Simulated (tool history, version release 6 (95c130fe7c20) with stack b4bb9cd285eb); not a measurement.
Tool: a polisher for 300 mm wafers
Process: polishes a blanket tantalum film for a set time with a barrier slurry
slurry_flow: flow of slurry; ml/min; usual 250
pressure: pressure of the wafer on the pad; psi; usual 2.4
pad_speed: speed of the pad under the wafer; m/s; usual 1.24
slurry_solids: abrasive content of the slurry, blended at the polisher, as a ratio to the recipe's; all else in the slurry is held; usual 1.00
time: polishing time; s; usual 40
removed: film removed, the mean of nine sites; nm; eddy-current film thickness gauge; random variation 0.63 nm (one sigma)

run,hour,slurry_flow,pressure,pad_speed,slurry_solids,time,wafers since the last listed run,wafers polished on this pad,hours since the slurry nozzle was cleaned,hours since the head pressure was calibrated,hours since the slurry blender was calibrated,"incoming thickness of the incoming film, nm",removed
1,0.0,250,2.4,1.24,1.00,40,0,429,481.0,433.4,76.0,292.7,85.6
# hour 107.1: slurry nozzle cleaned
2,129.0,250,2.4,1.24,1.00,40,1905,2334,21.9,562.4,205.0,295.3,85.3
3,163.5,250,2.4,1.24,1.00,40,513,2847,56.4,596.9,239.5,290.9,84.3
4,206.5,310,2.4,1.24,1.00,48,640,3487,99.4,639.9,282.5,287.4,103.2
5,236.8,310,2.4,1.24,1.00,48,450,3938,129.7,670.2,312.8,293.2,103.6
6,280.2,250,2.4,1.24,1.00,40,645,4584,173.1,713.6,356.2,292.0,82.7
7,331.7,250,2.1,1.24,1.00,28,766,5351,224.6,765.1,407.7,285.9,53.3
8,392.5,250,2.4,1.24,1.00,40,904,6256,285.4,825.9,468.5,292.8,81.9
# hour 394.5: slurry blender recalibrated
# hour 431.2: worn pad replaced by a new one
9,444.7,250,2.4,1.24,1.00,40,687,200,337.6,878.1,50.2,286.9,85.2
# hour 503.5: head pressure recalibrated
10,511.2,250,2.4,1.42,0.80,40,960,1160,404.1,7.7,116.7,291.5,93.8
11,539.9,275,2.4,1.38,0.85,40,427,1587,432.8,36.4,145.4,286.1,92.0
12,600.7,310,2.4,1.24,1.00,40,904,2492,493.6,97.2,206.2,291.6,86.9
13,629.4,310,2.4,1.24,1.00,40,427,2919,522.3,125.9,234.9,290.0,87.4
14,659.8,275,2.4,1.38,0.85,40,452,3372,552.7,156.3,265.3,288.6,91.4
# hour 676.6: slurry nozzle cleaned
15,684.5,335,2.1,1.24,0.80,40,352,3725,7.9,181.0,290.0,293.1,76.7
16,729.2,250,2.4,1.24,1.00,40,665,4390,52.6,225.7,334.7,286.4,84.6
17,800.4,250,2.9,1.24,1.00,40,1059,5450,123.8,296.9,405.9,290.2,93.4
18,824.7,250,2.4,1.24,1.00,40,361,5811,148.1,321.2,430.2,291.5,81.9
19,895.3,320,1.7,1.24,1.25,40,1050,6862,218.7,391.8,500.8,291.7,71.8
# hour 898.8: slurry blender recalibrated
# hour 924.0: worn pad replaced by a new one
20,949.1,175,2.4,1.24,1.00,40,711,373,272.5,445.6,50.3,289.0,80.2
21,999.2,195,2.4,1.24,1.15,30,745,1119,322.6,495.7,100.4,289.1,62.4
22,1041.7,250,2.4,1.24,1.00,40,632,1751,365.1,538.2,142.9,288.8,85.2
23,1078.1,250,2.4,1.24,1.00,40,541,2293,401.5,574.6,179.3,290.6,84.6
24,1146.3,250,3.2,1.24,1.00,32,1015,3308,469.7,642.8,247.5,287.5,82.6
25,1185.6,250,2.4,1.24,1.00,40,584,3893,509.0,682.1,286.8,290.3,83.8
26,1210.4,290,2.4,1.24,1.00,31,369,4262,533.8,706.9,311.6,292.8,66.5
# hour 1248.7: slurry nozzle cleaned
27,1256.9,250,2.4,1.24,1.00,40,677,4940,8.2,753.4,358.1,285.9,83.9
# hour 1301.9: head pressure recalibrated
28,1316.0,325,2.4,0.96,1.30,40,849,5789,67.3,14.1,417.2,287.6,70.2
# hour 1351.4: worn pad replaced by a new one
29,1356.4,250,2.4,0.82,1.00,40,541,74,107.7,54.5,457.6,290.5,54.4

Forecast each of these 5 alternatives for the next run:
A,1356.8,250,2.4,1.24,1.15,40,5,80,108.1,54.9,458.0,290.0,?
B,1356.8,220,2.2,1.24,1.25,26,5,80,108.1,54.9,458.0,290.0,?
C,1356.8,250,2.4,1.58,1.00,40,5,80,108.1,54.9,458.0,290.0,?
D,1356.8,160,2.4,1.54,1.00,40,5,80,108.1,54.9,458.0,290.0,?
E,1356.8,250,3.2,1.12,1.00,31,5,80,108.1,54.9,458.0,290.0,?

run,removed
A,85.7
B,52.7
C,106.2
D,96.6
E,70.6
Without the tool's hidden state the same runs would have given:
run,removed
A,89.3
B,54.9
C,110.9
D,100.9
E,73.8

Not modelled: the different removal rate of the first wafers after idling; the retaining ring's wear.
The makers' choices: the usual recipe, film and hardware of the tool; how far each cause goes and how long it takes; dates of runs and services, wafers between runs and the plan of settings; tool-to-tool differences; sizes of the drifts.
